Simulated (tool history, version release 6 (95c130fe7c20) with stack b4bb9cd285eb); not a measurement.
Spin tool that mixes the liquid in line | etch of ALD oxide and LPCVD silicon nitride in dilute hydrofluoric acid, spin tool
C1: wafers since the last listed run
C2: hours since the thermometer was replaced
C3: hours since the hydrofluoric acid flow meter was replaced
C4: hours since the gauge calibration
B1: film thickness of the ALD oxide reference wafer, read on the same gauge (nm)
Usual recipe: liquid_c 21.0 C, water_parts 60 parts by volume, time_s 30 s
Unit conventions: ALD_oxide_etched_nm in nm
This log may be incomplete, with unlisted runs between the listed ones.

run 1 hour=0.0 | liquid_c=24.0 water_parts=60 time_s=20 | C1=0 C2=858.0 C3=1044.3 C4=142.2 | B1=40.02 | ALD_oxide_etched_nm=8.09
run 2 hour=32.0 | liquid_c=24.0 water_parts=60 time_s=20 | C1=563 C2=890.0 C3=1076.3 C4=174.2 | B1=40.00 | ALD_oxide_etched_nm=8.17
run 3 hour=49.8 | liquid_c=24.0 water_parts=60 time_s=20 | C1=313 C2=907.8 C3=1094.1 C4=192.0 | B1=39.99 | ALD_oxide_etched_nm=8.10
run 4 hour=68.2 | liquid_c=21.0 water_parts=80 time_s=30 | C1=323 C2=926.2 C3=1112.5 C4=210.4 | B1=39.99 | ALD_oxide_etched_nm=7.73
run 5 hour=97.8 | liquid_c=21.0 water_parts=80 time_s=30 | C1=520 C2=955.8 C3=1142.1 C4=240.0 | B1=40.01 | ALD_oxide_etched_nm=7.91
run 6 hour=124.1 | liquid_c=21.0 water_parts=60 time_s=30 | C1=462 C2=982.1 C3=1168.4 C4=266.3 | B1=39.99 | ALD_oxide_etched_nm=10.80
run 7 hour=155.2 | liquid_c=21.0 water_parts=60 time_s=30 | C1=547 C2=1013.2 C3=1199.5 C4=297.4 | B1=39.99 | ALD_oxide_etched_nm=10.66
-- hour=168.0 thermometer replaced
run 8 hour=170.5 | liquid_c=21.0 water_parts=60 time_s=30 | C1=251 C2=2.5 C3=1214.8 C4=312.7 | B1=40.01 | ALD_oxide_etched_nm=11.54
run 9 hour=200.7 | liquid_c=21.0 water_parts=60 time_s=30 | C1=531 C2=32.7 C3=1245.0 C4=342.9 | B1=39.98 | ALD_oxide_etched_nm=11.44
run 10 hour=246.6 | liquid_c=21.0 water_parts=60 time_s=45 | C1=807 C2=78.6 C3=1290.9 C4=388.8 | B1=40.01 | ALD_oxide_etched_nm=17.16
run 11 hour=263.4 | liquid_c=22.5 water_parts=60 time_s=20 | C1=295 C2=95.4 C3=1307.7 C4=405.6 | B1=40.02 | ALD_oxide_etched_nm=8.09
-- hour=269.2 thermometer replaced, repeated, since the last time left the tool worse
run 12 hour=281.6 | liquid_c=19.5 water_parts=60 time_s=40 | C1=302 C2=12.4 C3=1325.9 C4=423.8 | B1=40.03 | ALD_oxide_etched_nm=12.74
run 13 hour=295.6 | liquid_c=25.5 water_parts=60 time_s=40 | C1=246 C2=26.4 C3=1339.9 C4=437.8 | B1=40.02 | ALD_oxide_etched_nm=16.10
-- hour=298.0 gauge calibrated
-- hour=309.7 hydrofluoric acid flow meter replaced
run 14 hour=323.2 | liquid_c=22.5 water_parts=60 time_s=40 | C1=468 C2=54.0 C3=13.5 C4=25.2 | B1=39.99 | ALD_oxide_etched_nm=14.39
run 15 hour=348.0 | liquid_c=18.5 water_parts=35 time_s=30 | C1=436 C2=78.8 C3=38.3 C4=50.0 | B1=40.00 | ALD_oxide_etched_nm=16.16
run 16 hour=370.7 | liquid_c=21.0 water_parts=60 time_s=30 | C1=399 C2=101.5 C3=61.0 C4=72.7 | B1=40.01 | ALD_oxide_etched_nm=10.13
run 17 hour=398.7 | liquid_c=21.0 water_parts=60 time_s=30 | C1=492 C2=129.5 C3=89.0 C4=100.7 | B1=39.99 | ALD_oxide_etched_nm=10.14
run 18 hour=413.6 | liquid_c=25.0 water_parts=40 time_s=20 | C1=262 C2=144.4 C3=103.9 C4=115.6 | B1=40.00 | ALD_oxide_etched_nm=12.31
run 19 hour=434.5 | liquid_c=25.0 water_parts=50 time_s=15 | C1=367 C2=165.3 C3=124.8 C4=136.5 | B1=40.00 | ALD_oxide_etched_nm=7.33

Below are 3 alternative next runs, each starting from the tool's condition after run 19. Predict each:
run A hour=434.9 | liquid_c=21.0 water_parts=60 time_s=30 | C1=7 C2=165.7 C3=125.2 C4=136.9 | B1=? | ALD_oxide_etched_nm=?
run B hour=434.9 | liquid_c=21.0 water_parts=40 time_s=30 | C1=7 C2=165.7 C3=125.2 C4=136.9 | B1=? | ALD_oxide_etched_nm=?
run C hour=434.9 | liquid_c=21.0 water_parts=35 time_s=30 | C1=7 C2=165.7 C3=125.2 C4=136.9 | B1=? | ALD_oxide_etched_nm=?

run=A B1=39.99 ALD_oxide_etched_nm=10.18
run=B B1=39.99 ALD_oxide_etched_nm=15.65
run=C B1=39.99 ALD_oxide_etched_nm=18.00
With no hidden state in the tool, these same runs would have given:
run=A ALD_oxide_etched_nm=10.02
run=B ALD_oxide_etched_nm=15.41
run=C ALD_oxide_etched_nm=17.72

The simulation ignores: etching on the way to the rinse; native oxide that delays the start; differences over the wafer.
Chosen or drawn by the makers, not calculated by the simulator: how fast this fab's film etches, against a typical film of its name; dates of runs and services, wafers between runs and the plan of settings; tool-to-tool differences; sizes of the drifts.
